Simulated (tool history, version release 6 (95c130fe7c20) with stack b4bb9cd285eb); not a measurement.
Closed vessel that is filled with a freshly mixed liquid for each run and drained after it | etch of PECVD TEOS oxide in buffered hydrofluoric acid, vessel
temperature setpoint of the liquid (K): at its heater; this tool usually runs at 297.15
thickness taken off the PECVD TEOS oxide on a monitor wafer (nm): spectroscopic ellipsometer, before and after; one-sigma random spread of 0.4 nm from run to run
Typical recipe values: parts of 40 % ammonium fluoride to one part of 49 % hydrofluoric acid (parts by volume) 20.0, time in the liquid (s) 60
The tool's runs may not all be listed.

run    hour  temperature setpoint of the liquid (K)  parts of 40 % ammonium fluoride to one part of 49 % hydrofluoric acid (parts by volume)  time in the liquid (s)  read-back film thickness of the PECVD TEOS oxide reference wafer, read on the same gauge (nm)  thickness taken off the PECVD TEOS oxide on a monitor wafer (nm)
  1     0.0                                  297.15                                                                                     20.0                      60                                                                                          39.98                                                             40.44
  2    78.1                                  297.15                                                                                     20.0                      60                                                                                          40.01                                                             40.55
  3   177.7                                  297.15                                                                                     20.0                      60                                                                                          39.99                                                             39.91
  4   254.6                                  297.15                                                                                     20.0                      60                                                                                          39.99                                                             39.10
  5   292.7                                  297.15                                                                                     20.0                      60                                                                                          40.01                                                             39.74
  6   471.2                                  297.15                                                                                     20.0                      35                                                                                          40.01                                                             22.68
  7   542.2                                  297.15                                                                                     20.0                      35                                                                                          40.02                                                             23.14
  8   620.6                                  297.15                                                                                     20.0                      70                                                                                          40.00                                                             46.23
  9   660.8                                  297.15                                                                                     20.0                      60                                                                                          40.01                                                             38.84
 10   736.1                                  297.15                                                                                     20.0                      60                                                                                          40.01                                                             39.47
 11   821.9                                  297.15                                                                                     20.0                      60                                                                                          40.01                                                             39.19
 12   870.9                                  297.15                                                                                     20.0                      75                                                                                          40.02                                                             48.41
 13  1171.1                                  297.15                                                                                     15.0                      35                                                                                          40.01                                                             30.10
 14  1342.8                                  297.15                                                                                     20.0                      80                                                                                          40.01                                                             51.56
 15  1385.1                                  297.15                                                                                     25.0                      60                                                                                          40.04                                                             32.54
 16  1482.6                                  297.15                                                                                     20.0                      45                                                                                          39.99                                                             28.54
     1501.3  -- hydrofluoric acid flow meter replaced
 17  1629.6                                  300.65                                                                                     22.5                      60                                                                                          40.01                                                             43.18
 18  1726.1                                  297.15                                                                                     20.0                      60                                                                                          39.99                                                             37.64
     1746.9  -- thermometer replaced
     1765.4  -- gauge calibrated
 19  1777.5                                  300.65                                                                                     22.5                      60                                                                                          40.00                                                             46.76

Run 20, settings as shown, results not yet in. Your forecast:
 20  1844.2                                  297.15                                                                                     27.5                      60                                                                                              ?                                                                 ?

{"run 20": {"read-back film thickness of the PECVD TEOS oxide reference wafer, read on the same gauge (nm)": 39.97, "thickness taken off the PECVD TEOS oxide on a monitor wafer (nm)": 33.08}}
Minus the tool's unlogged condition, the same run would have read thickness taken off the PECVD TEOS oxide on a monitor wafer (nm) 33.37.
